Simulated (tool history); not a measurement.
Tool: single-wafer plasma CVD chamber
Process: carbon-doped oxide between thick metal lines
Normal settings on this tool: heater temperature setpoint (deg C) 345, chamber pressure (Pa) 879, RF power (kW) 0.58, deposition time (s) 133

run    day  heater temperature setpoint (deg C)  chamber pressure (Pa)  RF power (kW)  deposition time (s)  wafers since the last listed run  hours since the last thermocouple change  hours since the last RF generator calibration  hours since the last manometer calibration  hours since the showerhead was replaced  hours since the gauge calibration  read-back reference wafer on the same gauge, thickness_nm  mean film thickness on the monitor wafer (Å)
  1      0                                  345                    879           0.58                  133                                 0                                     886.5                                         1219.1                                      2045.9                                     3446                              174.5                                                    849.312                                       7506.89
     0.012  -- gauge calibrated
  2  0.421                                  345                    879           0.58                  133                                70                                     896.6                                         1229.2                                        2056                                   3456.1                                9.8                                                    849.526                                       7487.06
  3  0.804                                  345                    879           0.58                  133                                64                                     905.8                                         1238.4                                      2065.2                                   3465.3                                 19                                                    849.165                                       7494.76
  4  1.079                                  345                    879           0.58                  133                                45                                     912.4                                           1245                                      2071.8                                   3471.9                               25.6                                                    849.003                                       7476.82
  5  1.633                                  345                    879           0.58                  133                                92                                     925.7                                         1258.3                                      2085.1                                   3485.2                               38.9                                                    848.565                                       7486.74
  6  3.025                                  345                    979           0.58                  133                               232                                     959.1                                         1291.7                                      2118.5                                   3518.6                               72.3                                                    849.043                                       7548.77
  7  3.283                                  345                    879           0.58                  133                                43                                     965.3                                         1297.9                                      2124.7                                   3524.8                               78.5                                                    849.011                                       7483.54
  8  3.904                                  345                    879           0.58                  133                               103                                     980.2                                         1312.8                                      2139.6                                   3539.7                               93.4                                                    849.219                                       7460.33
  9  4.308                                  345                    879           0.58                  133                                67                                     989.9                                         1322.5                                      2149.3                                   3549.4                              103.1                                                    848.926                                       7477.96
 10  4.762                                  345                   1036           0.62                  133                                75                                    1000.8                                         1333.4                                      2160.2                                   3560.3                                114                                                    848.645                                       7857.19
 11  5.158                                  345                    879           0.58                  133                                66                                    1010.3                                         1342.9                                      2169.7                                   3569.8                              123.5                                                    848.735                                       7470.09
     5.579  -- showerhead replaced
      5.75  -- thermocouple changed; heater temperature recalibrated
 12  5.771                                  345                    879           0.58                  133                                17                                       0.5                                         1357.6                                      2184.4                                      4.6                              138.2                                                    849.156                                       7462.56
     6.138  -- RF generator calibrated
     6.412  -- capacitance manometer re-zeroed and calibrated
 13  6.433                                  345                    879          0.625                  133                                 9                                      16.4                                            7.1                                         0.5                                     20.5                              154.1                                                    849.073                                       8126.73

Forecast run 14:
 14  6.446                                  345                    879           0.58                  133                                 2                                      16.7                                            7.4                                         0.8                                     20.8                              154.4                                                          ?                                             ?

read-back reference wafer on the same gauge, thickness_nm: 849.374
mean film thickness on the monitor wafer (Å): 7820.74
Minus the tool's unlogged condition, the same run would have read mean film thickness on the monitor wafer (Å) 7834.14.
